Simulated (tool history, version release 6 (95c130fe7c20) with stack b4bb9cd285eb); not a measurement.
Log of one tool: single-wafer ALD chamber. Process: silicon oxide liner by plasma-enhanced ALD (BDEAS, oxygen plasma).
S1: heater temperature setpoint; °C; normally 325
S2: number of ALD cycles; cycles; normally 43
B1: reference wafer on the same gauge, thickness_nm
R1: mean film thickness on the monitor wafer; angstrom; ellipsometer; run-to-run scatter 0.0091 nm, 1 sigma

Run 1, hour 0.0: usual settings but S2 46 cycles; B1 3.008. Result: R1 39.10 angstrom.
Run 2, hour 11.7: usual settings but S2 46 cycles; B1 3.006. Result: R1 38.86 angstrom.
Run 3, hour 19.7: usual settings but S2 46 cycles; B1 3.007. Result: R1 39.21 angstrom.
Run 4, hour 35.9: usual settings but S2 41 cycles; B1 3.009. Result: R1 34.76 angstrom.
Run 5, hour 42.6: usual settings but S2 41 cycles; B1 3.010. Result: R1 35.04 angstrom.
Run 6, hour 54.2: usual settings but S2 41 cycles; B1 3.011. Result: R1 34.77 angstrom.
Run 7, hour 68.6: usual settings but S2 40 cycles; B1 3.013. Result: R1 34.13 angstrom.
Run 8, hour 82.4: usual settings but S2 40 cycles; B1 3.015. Result: R1 33.98 angstrom.
Run 9, hour 96.5: usual settings but S2 50 cycles; B1 3.016. Result: R1 42.81 angstrom.
Run 10, hour 127.5: usual settings but S1 317 °C, S2 49 cycles; B1 3.019. Result: R1 42.35 angstrom.
Run 11, hour 142.2: usual settings; B1 3.019. Result: R1 36.63 angstrom.
Run 12, hour 184.5: usual settings; B1 3.023. Result: R1 36.85 angstrom.
Run 13, hour 199.2: usual settings; B1 3.026. Result: R1 36.78 angstrom.
Run 14, hour 209.1: usual settings but S2 37 cycles; B1 3.027. Result: R1 31.63 angstrom.
Run 15, hour 221.7: usual settings but S2 37 cycles; B1 3.029. Result: R1 31.67 angstrom.
Run 16, hour 238.4: usual settings but S1 314 °C; B1 3.031. Result: R1 37.54 angstrom.
Run 17, hour 256.0: usual settings but S1 314 °C; B1 3.031. Result: R1 37.24 angstrom.
At hour 277.8: thermocouple changed; heater temperature recalibrated.
Run 18, hour 278.3: usual settings; B1 3.032. Result: R1 36.60 angstrom.
Run 19, hour 284.7: usual settings; B1 3.036. Result: R1 36.80 angstrom.
Run 20, hour 300.8: usual settings; B1 3.036. Result: R1 36.76 angstrom.
Run 21, hour 318.5: usual settings but S1 334 °C, S2 51 cycles; B1 3.038. Result: R1 42.91 angstrom.
Run 22, hour 330.5: usual settings; B1 3.040. Result: R1 37.03 angstrom.
Run 23, hour 353.7: usual settings; B1 3.043. Result: R1 36.74 angstrom.
At hour 354.5: gauge calibrated.
Run 24, hour 370.8: usual settings but S1 337 °C, S2 39 cycles; B1 2.987. Result: R1 32.23 angstrom.
Run 25, hour 387.1: usual settings but S1 319 °C, S2 48 cycles; B1 2.988. Result: R1 40.74 angstrom.
Run 26, hour 404.9: usual settings but S1 332 °C, S2 49 cycles; B1 2.990. Result: R1 40.80 angstrom.
Run 27, hour 413.6: usual settings; B1 2.991. Result: R1 36.50 angstrom.
Run 28, hour 427.6: usual settings but S1 312 °C; B1 2.995. Result: R1 37.14 angstrom.
Run 29, hour 444.0: usual settings; B1 2.994. Result: R1 36.37 angstrom.
Run 30, hour 461.0: usual settings but S1 339 °C, S2 50 cycles; B1 2.995. Result: R1 41.51 angstrom.
Run 31, hour 477.5: usual settings but S1 315 °C, S2 40 cycles; B1 2.999. Result: R1 34.40 angstrom.
Run 32, hour 486.9: usual settings but S1 314 °C, S2 40 cycles; B1 3.000. Result: R1 34.37 angstrom.
Run 33, hour 501.4: usual settings but S1 339 °C, S2 36 cycles; B1 3.000. Result: R1 29.82 angstrom.
Run 34, hour 508.1: usual settings but S2 38 cycles; B1 3.001. Result: R1 32.22 angstrom.
Run 35, hour 524.0: usual settings but S1 320 °C, S2 35 cycles; B1 3.002. Result: R1 29.93 angstrom.
Run 36, hour 537.6: usual settings but S1 336 °C, S2 50 cycles; B1 3.004. Result: R1 41.72 angstrom.
Run 37, hour 549.1: usual settings but S1 313 °C, S2 50 cycles; B1 3.005. Result: R1 43.21 angstrom.
Run 38, hour 564.5: usual settings; B1 3.007. Result: R1 36.61 angstrom.
Run 39, hour 573.1: usual settings but S1 330 °C; B1 3.010. Result: R1 36.38 angstrom.
Run 40, hour 585.8: usual settings but S1 318 °C; B1 3.009. Result: R1 37.06 angstrom.

Below, some changes in R1 between adjacent runs. For each, the amount present without the hidden state too (settings, incoming material, random variation) and the amount remaining for the hidden state with gauge scatter not shared by both compared results:
Hidden state at play: wafer temperature above the value expected at the setpoint (K); gauge reads high (%).
Run 8 -> 9: S2 40 -> 50. R1 +8.83 angstrom: hidden state +0.10, all else +8.73.
Run 20 -> 21: S1 325 -> 334, S2 43 -> 51. R1 +6.15 angstrom: hidden state +0.12, all else +6.03.
Run 23 -> 24: S1 325 -> 337, S2 43 -> 39, gauge calibrated. R1 -4.51 angstrom: hidden state -0.65, all else -3.86.
Run 24 -> 25: S1 337 -> 319, S2 39 -> 48. R1 +8.51 angstrom: hidden state +0.01, all else +8.50.
Run 35 -> 36: S1 320 -> 336, S2 35 -> 50. R1 +11.79 angstrom: hidden state +0.07, all else +11.72.
